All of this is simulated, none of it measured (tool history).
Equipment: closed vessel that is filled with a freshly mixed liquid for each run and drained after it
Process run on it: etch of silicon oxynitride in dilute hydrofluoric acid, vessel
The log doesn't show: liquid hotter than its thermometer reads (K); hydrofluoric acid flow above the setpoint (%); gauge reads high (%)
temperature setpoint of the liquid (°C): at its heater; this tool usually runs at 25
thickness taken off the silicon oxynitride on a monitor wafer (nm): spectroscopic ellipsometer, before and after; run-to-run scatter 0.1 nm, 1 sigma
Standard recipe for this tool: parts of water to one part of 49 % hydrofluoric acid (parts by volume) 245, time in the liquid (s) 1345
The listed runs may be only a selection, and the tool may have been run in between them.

run     day  temperature setpoint of the liquid (°C)  parts of water to one part of 49 % hydrofluoric acid (parts by volume)  time in the liquid (s)  wafers since the last listed run  hours since the thermometer was replaced  hours since the hydrofluoric acid flow meter was replaced  hours since the gauge calibration  read-back film thickness of the silicon oxynitride reference wafer, read on the same gauge (nm)  thickness taken off the silicon oxynitride on a monitor wafer (nm)
  1       0                                       25                                                                     245                    1345                                 0                                    1080.6                                                     1641.4                              155.1                                                                                            50.05                                                               25.65
  2   1.179                                       25                                                                     245                    1345                              1174                                    1108.9                                                     1669.7                              183.4                                                                                            50.01                                                               25.49
  3   2.667                                       25                                                                     245                    1345                              1481                                    1144.6                                                     1705.4                              219.1                                                                                            49.99                                                               25.59
  4   3.454                                       25                                                                     245                    1345                               784                                    1163.5                                                     1724.3                                238                                                                                            50.03                                                               25.65
  5    6.05                                       25                                                                     245                    1935                              2585                                    1225.8                                                     1786.6                              300.3                                                                                            50.02                                                               36.94
      7.175  -- gauge calibrated
  6   7.312                                       25                                                                     245                    1935                              1257                                    1256.1                                                     1816.9                                3.3                                                                                            49.99                                                               37.24
  7   7.912                                       25                                                                     245                    1935                               597                                    1270.5                                                     1831.3                               17.7                                                                                            50.02                                                                37.2
      8.792  -- thermometer replaced
  8   8.933                                       25                                                                     245                    1345                               975                                       3.4                                                     1855.8                               42.2                                                                                            50.01                                                                  24
  9   9.558                                       25                                                                     245                    1345                               622                                      18.4                                                     1870.8                               57.2                                                                                               50                                                               24.15
 10  10.233                                       25                                                                     245                    1345                               672                                      34.6                                                       1887                               73.4                                                                                               50                                                               24.24
     11.346  -- hydrofluoric acid flow meter replaced
 11  11.479                                       22                                                                     135                     860                              1199                                      64.5                                                        3.2                              103.3                                                                                            50.02                                                               26.75
 12  15.279                                     22.5                                                                     190                    1765                              3784                                     155.7                                                       94.4                              194.5                                                                                               50                                                               38.22
 13  16.721                                       22                                                                     345                    1345                              1435                                     190.3                                                        129                              229.1                                                                                               50                                                               14.13
 14  17.425                                       25                                                                     245                    1935                               701                                     207.2                                                      145.9                                246                                                                                               50                                                               35.16
 15  18.288                                       25                                                                     245                    1345                               859                                     227.9                                                      166.6                              266.7                                                                                            49.99                                                               24.49
     19.025  -- gauge calibrated
 16  19.038                                       25                                                                     305                    1345                               746                                     245.9                                                      184.6                                0.3                                                                                            50.01                                                               18.84
 17  20.142                                       25                                                                     180                    1755                              1099                                     272.4                                                      211.1                               26.8                                                                                            49.99                                                               45.45
 18  21.242                                       25                                                                     245                     835                              1095                                     298.8                                                      237.5                               53.2                                                                                            49.98                                                               15.25
 19    21.9                                     23.5                                                                     330                    1915                               655                                     314.6                                                      253.3                                 69                                                                                               50                                                               22.79
 20   22.95                                       23                                                                     130                    1970                              1045                                     339.8                                                      278.5                               94.2                                                                                            49.99                                                               68.12

Predict each of these 3 candidate next runs independently; none follows another, all start after run 20:
  A  22.992                                       25                                                                     145                    1345                                41                                     340.8                                                      279.5                               95.2                                                                                                ?                                                                   ?
  B  22.992                                     23.5                                                                     205                     590                                41                                     340.8                                                      279.5                               95.2                                                                                                ?                                                                   ?
  C  22.992                                       25                                                                     130                    1345                                41                                     340.8                                                      279.5                               95.2                                                                                                ?                                                                   ?

run  read-back film thickness of the silicon oxynitride reference wafer, read on the same gauge (nm)  thickness taken off the silicon oxynitride on a monitor wafer (nm)
  A                                                                                               50                                                               44.64
  B                                                                                               50                                                               12.35
  C                                                                                               50                                                               50.43
Take away the tool's hidden state, keep each run's random variation, and the runs would have read:
run  thickness taken off the silicon oxynitride on a monitor wafer (nm)
  A                                                               43.11
  B                                                               11.93
  C                                                               48.69
